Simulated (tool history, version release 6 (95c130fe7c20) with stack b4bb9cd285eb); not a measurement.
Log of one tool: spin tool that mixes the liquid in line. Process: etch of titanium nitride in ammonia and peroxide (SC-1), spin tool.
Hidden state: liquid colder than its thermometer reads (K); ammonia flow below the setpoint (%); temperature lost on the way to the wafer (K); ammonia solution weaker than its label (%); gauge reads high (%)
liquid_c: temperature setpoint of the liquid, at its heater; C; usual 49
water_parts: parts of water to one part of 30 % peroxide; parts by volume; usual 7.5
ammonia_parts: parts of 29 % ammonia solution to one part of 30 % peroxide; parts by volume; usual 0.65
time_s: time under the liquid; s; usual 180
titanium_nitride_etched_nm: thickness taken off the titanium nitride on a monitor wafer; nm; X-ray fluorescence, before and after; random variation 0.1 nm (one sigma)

run,hour,liquid_c,water_parts,ammonia_parts,time_s,wafers since the last listed run,hours since the thermometer was replaced,hours since the ammonia flow meter was replaced,hours since the heated supply line was repaired,hours since the drum of ammonia solution was connected,hours since the gauge calibration,"read-back film thickness of the titanium nitride reference wafer, read on the same gauge (nm)",titanium_nitride_etched_nm
1,0,49,7.5,0.65,180,0,25.7,162.9,1455.9,67,152.8,140.01,13.72
2,61.6,49,7.5,0.65,180,647,87.3,224.5,1517.5,128.6,214.4,140,13.87
3,158.2,54.5,7.5,0.65,180,1015,183.9,321.1,1614.1,225.2,311,140.04,20.27
4,214.6,54.5,7.5,0.65,180,592,240.3,377.5,1670.5,281.6,367.4,139.97,20.37
5,254.3,49,7.5,0.65,180,417,280,417.2,1710.2,321.3,407.1,139.99,13.92
6,351.9,49,7.5,0.65,180,1025,377.6,514.8,1807.8,418.9,504.7,139.94,13.78
# hour 448.3: new drum of ammonia solution connected
7,448.6,58,7.5,0.65,180,1005,474.3,611.5,1904.5,0.3,601.4,140,25.45
8,528.7,49,7.5,0.65,140,841,554.4,691.6,1984.6,80.4,681.5,140,10.57
9,618.9,49,7.5,0.65,180,947,644.6,781.8,2074.8,170.6,771.7,139.94,13.64
10,725.7,45,7.5,0.65,105,1122,751.4,888.6,2181.6,277.4,878.5,140.03,5.91
11,775.2,49,7.5,0.75,75,520,800.9,938.1,2231.1,326.9,928,140.01,5.71
12,831.5,49,7.5,0.65,180,591,857.2,994.4,2287.4,383.2,984.3,140.03,13.53
13,881.5,39,7.5,0.8,180,525,907.2,1044.4,2337.4,433.2,1034.3,140.02,6.78
# hour 961.2: new drum of ammonia solution connected
14,961.6,49,7.5,0.65,180,831,987.3,1124.5,2417.5,0.4,1114.4,140,13.45
# hour 994: heated supply line repaired
15,1012.9,49,9,0.85,180,528,1038.6,1175.8,18.9,51.7,1165.7,140.02,12.84
16,1097.9,49,7.5,0.65,225,893,1123.6,1260.8,103.9,136.7,1250.7,140.02,16.73
17,1152.9,39,7.5,0.65,180,577,1178.6,1315.8,158.9,191.7,1305.7,140.06,6.47
18,1248.3,45.5,9.5,0.4,180,1002,1274,1411.2,254.3,287.1,1401.1,140.01,8.45
19,1329.5,49,7.5,0.65,145,853,1355.2,1492.4,335.5,368.3,1482.3,140,10.72
20,1385.8,45,7.5,0.9,230,591,1411.5,1548.7,391.8,424.6,1538.6,140.02,13.33
# hour 1464.8: new drum of ammonia solution connected
21,1485.8,53,5,0.55,225,1040,1511.5,1648.7,491.8,21,1638.6,140.02,25.91
22,1585.4,39,7.5,0.9,180,1046,1611.1,1748.3,591.4,120.6,1738.2,140.02,6.65
# hour 1652.8: ammonia flow meter replaced
23,1677.3,40,5,0.75,240,955,1703,24.5,683.3,212.5,1830.1,139.98,11.2

Forecast each of these 5 alternatives for the next run:
A,1677.8,49,11.5,0.65,180,5,1703.5,25,683.8,213,1830.6,?,?
B,1677.8,57.5,7.5,0.75,180,5,1703.5,25,683.8,213,1830.6,?,?
C,1677.8,49,5.5,0.65,145,5,1703.5,25,683.8,213,1830.6,?,?
D,1677.8,44,7.5,0.65,180,5,1703.5,25,683.8,213,1830.6,?,?
E,1677.8,49,7.5,0.9,105,5,1703.5,25,683.8,213,1830.6,?,?

run,"read-back film thickness of the titanium nitride reference wafer, read on the same gauge (nm)",titanium_nitride_etched_nm
A,139.96,10.42
B,139.96,23.77
C,139.96,12.1
D,139.96,9.05
E,139.96,7.94
Without the tool's hidden state the same runs would have given:
run,titanium_nitride_etched_nm
A,11.29
B,25.65
C,13.11
D,9.83
E,8.6
